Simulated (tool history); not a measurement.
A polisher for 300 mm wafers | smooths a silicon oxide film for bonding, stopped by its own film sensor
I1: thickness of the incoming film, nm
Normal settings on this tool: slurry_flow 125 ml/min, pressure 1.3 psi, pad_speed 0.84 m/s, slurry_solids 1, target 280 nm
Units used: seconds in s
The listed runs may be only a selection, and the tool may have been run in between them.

Run 1, day 0: usual settings; I1 318.3. Result: seconds 118.6 s.
Run 2, day 1.483: usual settings; I1 322. Result: seconds 128.7 s.
Run 3, day 2.15: usual settings but pad_speed 0.68 m/s; I1 318.5. Result: seconds 136.4 s.
At day 3.562: slurry nozzle cleaned.
At day 3.617: slurry blender recalibrated.
Run 4, day 3.638: usual settings but pad_speed 0.68 m/s; I1 326.5. Result: seconds 187.2 s.
At day 6.717: worn pad replaced by a new one.
Run 5, day 7.092: usual settings but slurry_solids 0.9; I1 319.1. Result: seconds 143.4 s.
Run 6, day 7.912: usual settings but slurry_solids 0.9; I1 319. Result: seconds 142.7 s.
Run 7, day 8.971: usual settings; I1 319.7. Result: seconds 138.4 s.
Run 8, day 9.546: usual settings; I1 320.1. Result: seconds 141.5 s.
Run 9, day 10.162: usual settings; I1 318.8. Result: seconds 140.9 s.
Run 10, day 10.671: usual settings; I1 325.5. Result: seconds 155.1 s.
At day 11.058: slurry blender recalibrated, repeated, since the last time left the tool worse.
Run 11, day 12.05: usual settings but slurry_flow 110 ml/min, pad_speed 0.54 m/s, slurry_solids 0.75, target 276 nm; I1 322.3. Result: seconds 205.2 s.
Run 12, day 13.425: usual settings but pad_speed 0.56 m/s; I1 318.7. Result: seconds 145.5 s.
At day 17.192: head pressure recalibrated.
Run 13, day 17.562: usual settings but slurry_solids 1.25, target 287 nm; I1 325.1. Result: seconds 106 s.
At day 18.233: worn pad replaced by a new one.
Run 14, day 18.65: usual settings; I1 321.9. Result: seconds 124.9 s.
Run 15, day 20.1: usual settings; I1 316.2. Result: seconds 107.8 s.
Run 16, day 20.983: usual settings but slurry_flow 100 ml/min, pressure 1 psi; I1 322.6. Result: seconds 177 s.

Run 17 comes next. What will it give?
Run 17, day 22.35: usual settings but pressure 1.7 psi, pad_speed 1.1 m/s; I1 319.3. Result: seconds ?.

For run 17 the tool returned seconds 73.2 s.
Take away the tool's hidden state, keep the run-to-run variation as it was, and the same run would have given seconds 70.8 s.
